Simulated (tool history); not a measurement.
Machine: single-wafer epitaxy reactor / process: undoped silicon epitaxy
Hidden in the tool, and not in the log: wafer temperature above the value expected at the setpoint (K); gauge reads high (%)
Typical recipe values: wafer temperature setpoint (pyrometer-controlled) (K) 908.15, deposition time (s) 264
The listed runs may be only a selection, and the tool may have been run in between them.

run,hour,wafer temperature setpoint (pyrometer-controlled) (K),deposition time (s),wafers since the last listed run,hours since the last pyrometer calibration,hours since the gauge calibration,"read-back reference wafer on the same gauge, thickness_nm",mean film thickness on the monitor wafer (angstrom)
1,0.0,904.15,288,0,1791.5,670.1,25.886,347.00
2,33.8,904.15,288,166,1825.3,703.9,25.883,348.02
3,84.0,908.15,232,247,1875.5,754.1,25.917,303.45
4,137.8,908.15,232,265,1929.3,807.9,25.899,305.85
5,191.3,908.15,232,263,1982.8,861.4,25.880,306.71
6,215.4,908.15,264,118,2006.9,885.5,25.912,350.15
7,274.2,908.15,264,289,2065.7,944.3,25.910,350.97
8,318.0,908.15,264,215,2109.5,988.1,25.896,350.19
9,357.7,908.15,264,195,2149.2,1027.8,25.887,350.87
# hour 402.8: pyrometer calibrated
10,413.4,908.15,264,235,10.6,1083.5,25.892,319.63
11,469.1,908.15,303,274,66.3,1139.2,25.892,368.49
12,528.1,908.15,303,290,125.3,1198.2,25.905,368.85
13,560.4,908.15,264,159,157.6,1230.5,25.933,322.30
14,598.1,908.15,264,185,195.3,1268.2,25.911,322.48
15,638.2,904.15,288,197,235.4,1308.3,25.920,322.82
16,669.7,921.15,299,155,266.9,1339.8,25.867,473.06
17,701.2,895.15,264,155,298.4,1371.3,25.867,244.29
# hour 721.7: gauge calibrated
18,762.7,908.15,250,303,359.9,41.0,25.909,302.79
19,828.1,908.15,264,322,425.3,106.4,25.881,321.98
20,884.4,908.15,220,277,481.6,162.7,25.916,268.39
21,909.4,921.15,241,123,506.6,187.7,25.884,380.75
22,965.5,904.15,243,276,562.7,243.8,25.912,274.42
23,1025.2,922.15,214,294,622.4,303.5,25.932,346.06
24,1081.9,915.15,249,279,679.1,360.2,25.895,348.06
25,1136.3,908.15,264,268,733.5,414.6,25.883,320.32
26,1161.2,908.15,264,122,758.4,439.5,25.882,324.01
27,1210.5,916.15,212,243,807.7,488.8,25.917,306.49
28,1274.9,896.15,264,317,872.1,553.2,25.881,254.03
29,1302.7,904.15,299,137,899.9,581.0,25.916,339.31

Below are 4 alternative next runs, each starting from the tool's condition after run 29. Predict each:
A,1303.2,908.15,264,2,900.4,581.5,?,?
B,1303.2,902.15,240,2,900.4,581.5,?,?
C,1303.2,920.15,264,2,900.4,581.5,?,?
D,1303.2,897.15,287,2,900.4,581.5,?,?

run,"read-back reference wafer on the same gauge, thickness_nm",mean film thickness on the monitor wafer (angstrom)
A,25.910,326.12
B,25.910,262.12
C,25.910,415.36
D,25.910,282.56
Without the tool's hidden state the same runs would have given:
run,mean film thickness on the monitor wafer (angstrom)
A,316.59
B,254.37
C,403.51
D,274.12

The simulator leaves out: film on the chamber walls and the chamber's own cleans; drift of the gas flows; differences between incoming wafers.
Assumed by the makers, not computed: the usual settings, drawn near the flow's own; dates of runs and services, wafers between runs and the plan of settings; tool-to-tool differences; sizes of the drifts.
